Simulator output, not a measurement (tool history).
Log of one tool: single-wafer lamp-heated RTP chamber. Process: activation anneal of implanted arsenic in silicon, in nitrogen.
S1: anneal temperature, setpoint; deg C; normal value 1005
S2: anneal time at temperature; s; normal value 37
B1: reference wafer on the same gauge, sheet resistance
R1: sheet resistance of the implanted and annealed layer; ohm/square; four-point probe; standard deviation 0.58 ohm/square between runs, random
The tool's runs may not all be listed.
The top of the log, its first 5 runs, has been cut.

| run | day | S1 | S2 | B1 | R1 |
|---|---|---|---|---|---|
| 6 | 3.354 | 1005 | 37 | 344.15 | 383.4 |
| 7 | 3.683 | 1005 | 37 | 343.82 | 383.21 |
| 8 | 3.946 | 1005 | 37 | 344.12 | 382.62 |
| 9 | 4.221 | 1005 | 37 | 343.99 | 382.08 |
| 10 | 4.971 | 1005 | 37 | 343.99 | 382.13 |
| 11 | 5.258 | 1005 | 37 | 344.01 | 383.34 |
| 12 | 5.971 | 1005 | 37 | 343.97 | 381.76 |
|  | 7.004 | pyrometer window cleaned and pyrometer calibrated |
| 13 | 7.025 | 996 | 37 | 344.02 | 386.69 |
| 14 | 7.571 | 1005 | 24 | 344.08 | 387.07 |
| 15 | 8.146 | 1005 | 24 | 344.08 | 388.5 |
| 16 | 8.725 | 981 | 37 | 344.2 | 388 |
| 17 | 9.142 | 1027 | 23 | 344.14 | 384.23 |
| 18 | 9.396 | 985 | 55 | 344.08 | 385.99 |
|  | 9.862 | reflector plate cleaned |
| 19 | 9.883 | 1025 | 21 | 344.09 | 384.91 |
| 20 | 10.279 | 990 | 58 | 344 | 383.7 |

The next listed run, before its measurement:
| 21 | 10.688 | 997 | 55 | ? | ? |

B1: 344.07
R1: 382.93 ohm/square
Take away the tool's hidden state, keep the run-to-run variation as it was, and the same run would have given R1 383.23 ohm/square.

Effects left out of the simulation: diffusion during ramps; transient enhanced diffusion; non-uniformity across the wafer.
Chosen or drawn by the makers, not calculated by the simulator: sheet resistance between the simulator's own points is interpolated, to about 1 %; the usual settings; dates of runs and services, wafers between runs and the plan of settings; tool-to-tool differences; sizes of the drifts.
